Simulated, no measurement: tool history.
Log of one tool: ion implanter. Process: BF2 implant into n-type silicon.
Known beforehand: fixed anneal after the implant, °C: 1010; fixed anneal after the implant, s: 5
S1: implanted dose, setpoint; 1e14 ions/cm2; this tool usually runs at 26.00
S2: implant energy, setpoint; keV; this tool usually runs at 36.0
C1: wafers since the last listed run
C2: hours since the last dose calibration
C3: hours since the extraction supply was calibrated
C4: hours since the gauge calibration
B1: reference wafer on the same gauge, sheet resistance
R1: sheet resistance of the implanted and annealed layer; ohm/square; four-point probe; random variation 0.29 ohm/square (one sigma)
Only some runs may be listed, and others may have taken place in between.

run 1 day=0.000 | S1=26.00 S2=36.0 | C1=0 C2=661.2 C3=2871.7 C4=549.4 | B1=132.98 | R1=138.12
run 2 day=2.333 | S1=26.00 S2=36.0 | C1=1366 C2=717.2 C3=2927.7 C4=605.4 | B1=133.01 | R1=137.96
run 3 day=3.792 | S1=26.00 S2=36.0 | C1=854 C2=752.2 C3=2962.7 C4=640.4 | B1=132.94 | R1=137.98
run 4 day=5.783 | S1=26.00 S2=36.0 | C1=1166 C2=800.0 C3=3010.5 C4=688.2 | B1=132.96 | R1=137.78
run 5 day=7.204 | S1=26.00 S2=41.0 | C1=832 C2=834.1 C3=3044.6 C4=722.3 | B1=133.06 | R1=127.28
run 6 day=8.950 | S1=26.00 S2=36.0 | C1=1022 C2=876.0 C3=3086.5 C4=764.2 | B1=133.00 | R1=137.32
run 7 day=11.475 | S1=26.00 S2=36.0 | C1=1479 C2=936.6 C3=3147.1 C4=824.8 | B1=133.03 | R1=137.72
run 8 day=13.421 | S1=26.00 S2=36.0 | C1=1139 C2=983.3 C3=3193.8 C4=871.5 | B1=133.07 | R1=137.41
run 9 day=16.000 | S1=26.00 S2=36.0 | C1=1510 C2=1045.2 C3=3255.7 C4=933.4 | B1=133.10 | R1=137.57
run 10 day=17.238 | S1=26.00 S2=31.0 | C1=724 C2=1074.9 C3=3285.4 C4=963.1 | B1=132.89 | R1=150.22
run 11 day=18.667 | S1=26.00 S2=31.0 | C1=837 C2=1109.2 C3=3319.7 C4=997.4 | B1=133.00 | R1=150.38
run 12 day=23.104 | S1=26.00 S2=31.0 | C1=2599 C2=1215.7 C3=3426.2 C4=1103.9 | B1=133.01 | R1=149.93
run 13 day=25.775 | S1=28.62 S2=31.5 | C1=1564 C2=1279.8 C3=3490.3 C4=1168.0 | B1=133.00 | R1=147.54
run 14 day=28.679 | S1=28.62 S2=31.5 | C1=1701 C2=1349.5 C3=3560.0 C4=1237.7 | B1=133.03 | R1=147.39
run 15 day=30.762 | S1=22.65 S2=36.0 | C1=1220 C2=1399.5 C3=3610.0 C4=1287.7 | B1=132.97 | R1=138.37
run 16 day=32.046 | S1=22.65 S2=36.0 | C1=751 C2=1430.3 C3=3640.8 C4=1318.5 | B1=133.00 | R1=138.12
run 17 day=34.942 | S1=22.65 S2=36.0 | C1=1696 C2=1499.8 C3=3710.3 C4=1388.0 | B1=133.01 | R1=138.49
run 18 day=36.196 | S1=20.98 S2=25.5 | C1=734 C2=1529.9 C3=3740.4 C4=1418.1 | B1=132.98 | R1=171.09
run 19 day=38.608 | S1=32.48 S2=31.0 | C1=1413 C2=1587.8 C3=3798.3 C4=1476.0 | B1=132.98 | R1=146.58
-- day=40.750 extraction supply calibrated
run 20 day=41.154 | S1=23.77 S2=28.5 | C1=1295 C2=1648.9 C3=9.7 C4=1537.1 | B1=132.93 | R1=161.73
-- day=42.400 Faraday cup replaced and dose calibrated
run 21 day=42.429 | S1=21.28 S2=46.0 | C1=551 C2=0.7 C3=40.3 C4=1567.7 | B1=133.05 | R1=121.77
run 22 day=44.333 | S1=20.83 S2=27.0 | C1=1115 C2=46.4 C3=86.0 C4=1613.4 | B1=133.02 | R1=168.92
run 23 day=47.079 | S1=22.64 S2=36.0 | C1=1608 C2=112.3 C3=151.9 C4=1679.3 | B1=133.00 | R1=140.54
run 24 day=49.467 | S1=26.00 S2=36.0 | C1=1398 C2=169.6 C3=209.2 C4=1736.6 | B1=133.05 | R1=139.47
-- day=50.329 gauge calibrated
run 25 day=51.262 | S1=26.00 S2=44.0 | C1=1051 C2=212.7 C3=252.3 C4=22.4 | B1=132.95 | R1=123.17
run 26 day=52.312 | S1=20.17 S2=46.0 | C1=615 C2=237.9 C3=277.5 C4=47.6 | B1=132.92 | R1=122.57
run 27 day=55.146 | S1=29.17 S2=36.0 | C1=1659 C2=305.9 C3=345.5 C4=115.6 | B1=133.12 | R1=138.18
run 28 day=56.571 | S1=26.00 S2=36.0 | C1=834 C2=340.1 C3=379.7 C4=149.8 | B1=133.02 | R1=139.52
run 29 day=59.354 | S1=29.44 S2=47.0 | C1=1630 C2=406.9 C3=446.5 C4=216.6 | B1=133.00 | R1=117.83
run 30 day=61.012 | S1=26.00 S2=36.0 | C1=971 C2=446.7 C3=486.3 C4=256.4 | B1=133.03 | R1=139.42
run 31 day=62.038 | S1=26.00 S2=36.0 | C1=600 C2=471.3 C3=510.9 C4=281.0 | B1=132.96 | R1=139.18
run 32 day=64.850 | S1=18.20 S2=36.0 | C1=1647 C2=538.8 C3=578.4 C4=348.5 | B1=133.03 | R1=144.04
run 33 day=66.775 | S1=22.81 S2=48.0 | C1=1127 C2=585.0 C3=624.6 C4=394.7 | B1=133.06 | R1=118.43
run 34 day=69.104 | S1=19.81 S2=30.5 | C1=1364 C2=640.9 C3=680.5 C4=450.6 | B1=132.98 | R1=157.37

A few steps of R1 between consecutive runs. Split each: what settings, incoming material and random variation would produce without the hidden state, and what is left over for the hidden state, along with gauge scatter present in only one of the two compared results (measured, and without hidden state):
Hidden state present: deviation of the true dose from the Faraday cup's reading, %; deviation of the true energy from its setpoint, %; gauge reads high (%).
Run 17 -> 18: S1 22.65 -> 20.98, S2 36.0 -> 25.5. R1 +32.60 ohm/square: hidden state -0.64, all else +33.24.
Run 18 -> 19: S1 20.98 -> 32.48, S2 25.5 -> 31.0. R1 -24.51 ohm/square: hidden state +0.42, all else -24.93.
Run 19 -> 20: S1 32.48 -> 23.77, S2 31.0 -> 28.5, extraction supply calibrated. R1 +15.15 ohm/square: hidden state +2.82, all else +12.33.
Run 20 -> 21: S1 23.77 -> 21.28, S2 28.5 -> 46.0, Faraday cup replaced and dose calibrated. R1 -39.96 ohm/square: hidden state +0.04, all else -40.00.
Run 21 -> 22: S1 21.28 -> 20.83, S2 46.0 -> 27.0. R1 +47.15 ohm/square: hidden state -0.05, all else +47.20.
Run 33 -> 34: S1 22.81 -> 19.81, S2 48.0 -> 30.5. R1 +38.94 ohm/square: hidden state -0.08, all else +39.02.

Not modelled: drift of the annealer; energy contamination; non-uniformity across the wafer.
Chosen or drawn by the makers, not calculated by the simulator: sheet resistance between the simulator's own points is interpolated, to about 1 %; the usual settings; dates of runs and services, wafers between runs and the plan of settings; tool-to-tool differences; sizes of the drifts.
